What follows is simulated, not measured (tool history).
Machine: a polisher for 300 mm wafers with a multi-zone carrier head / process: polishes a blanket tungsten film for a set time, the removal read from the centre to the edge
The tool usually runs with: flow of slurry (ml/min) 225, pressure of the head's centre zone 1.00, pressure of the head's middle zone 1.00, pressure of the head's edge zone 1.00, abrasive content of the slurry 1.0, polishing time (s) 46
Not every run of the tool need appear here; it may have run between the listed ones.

run	day	flow of slurry (ml/min)	pressure of the head's centre zone	pressure of the head's middle zone	pressure of the head's edge zone	abrasive content of the slurry	polishing time (s)	wafers since the last listed run	wafers polished on this pad	hours since the slurry nozzle was cleaned	hours since the centre zone pressure was calibrated	hours since the edge zone pressure was calibrated	hours since the carrier head's membrane was replaced	incoming thickness of the incoming film, nm	film removed at the wafer's centre (nm)	film removed at mid-radius (nm)	film removed at the wafer's edge (nm)
1	0.000	225	1.00	0.95	1.00	1.2	46	0	88	25.7	365.1	546.4	342.6	640.4	208.6	194.5	201.2
2	3.467	225	1.00	0.95	1.00	1.2	46	692	781	108.9	448.3	629.6	425.8	644.1	206.1	197.7	201.2
3	7.054	225	1.00	0.95	1.00	1.2	46	716	1497	195.0	534.4	715.7	511.9	630.1	207.4	193.2	201.6
4	11.246	225	1.00	1.00	1.00	0.9	46	837	2334	295.6	635.0	816.3	612.5	643.6	193.0	189.8	187.9
5	13.117	225	1.00	1.00	1.00	0.9	46	373	2708	340.5	679.9	861.2	657.4	647.7	193.3	194.2	183.9
# day 16.096: worn pad replaced by a new one
6	17.546	225	1.00	1.00	0.92	0.9	46	851	289	446.8	786.2	967.5	763.7	641.1	192.8	190.0	180.9
# day 20.129: centre zone pressure recalibrated
7	20.479	225	1.09	1.00	1.00	1.0	46	569	859	517.2	8.4	1037.9	834.1	634.2	215.6	195.3	193.5
8	22.788	305	1.00	1.00	1.00	1.0	46	461	1320	572.6	63.8	1093.3	889.5	639.4	200.8	203.6	195.5
# day 24.433: edge zone pressure recalibrated
9	24.871	225	1.00	1.00	1.00	1.0	46	399	1719	622.6	113.8	10.5	939.5	645.1	196.5	200.1	191.0
# day 27.412: carrier head's membrane replaced by a new one
10	27.950	225	1.00	1.09	1.00	1.0	54	573	2292	696.5	187.7	84.4	12.9	636.6	228.9	249.5	223.7
11	30.442	225	1.00	1.00	1.00	1.0	46	497	2790	756.3	247.5	144.2	72.7	635.5	196.7	192.5	194.2
# day 31.550: worn pad replaced by a new one
12	32.425	225	1.06	1.00	1.09	0.8	46	362	174	803.9	295.1	191.8	120.3	642.8	193.9	183.8	188.2
# day 34.925: slurry nozzle cleaned
13	35.588	225	1.00	1.00	1.00	1.0	46	623	797	15.9	371.0	267.7	196.2	643.8	199.2	196.1	191.1
14	38.296	225	1.00	1.00	0.92	1.0	58	540	1338	80.9	436.0	332.7	261.2	629.6	249.4	247.2	231.7
15	40.704	225	0.95	0.88	1.04	1.0	46	480	1819	138.7	493.8	390.5	319.0	643.0	189.6	174.8	195.2
16	43.696	160	1.00	1.00	1.00	1.2	46	597	2417	210.5	565.6	462.3	390.8	646.8	190.9	191.5	189.8
# day 47.429: worn pad replaced by a new one
17	47.954	225	1.00	1.00	1.00	1.0	46	817	104	312.7	667.8	564.5	493.0	636.5	198.9	193.8	192.6
18	50.967	145	1.08	1.00	0.95	1.0	38	601	706	385.0	740.1	636.8	565.3	644.0	162.7	149.3	147.0

What will run 19 give?
19	53.321	225	1.00	1.00	1.00	1.0	46	470	1176	441.5	796.6	693.3	621.8	635.0	?	?	?

Run 19 gave film removed at the wafer's centre (nm) 197.4, film removed at mid-radius (nm) 195.3, film removed at the wafer's edge (nm) 191.9.
With the hidden condition absent and the run-to-run variation left alone, this run would have shown film removed at the wafer's centre (nm) 197.4, film removed at mid-radius (nm) 195.3, film removed at the wafer's edge (nm) 191.9.

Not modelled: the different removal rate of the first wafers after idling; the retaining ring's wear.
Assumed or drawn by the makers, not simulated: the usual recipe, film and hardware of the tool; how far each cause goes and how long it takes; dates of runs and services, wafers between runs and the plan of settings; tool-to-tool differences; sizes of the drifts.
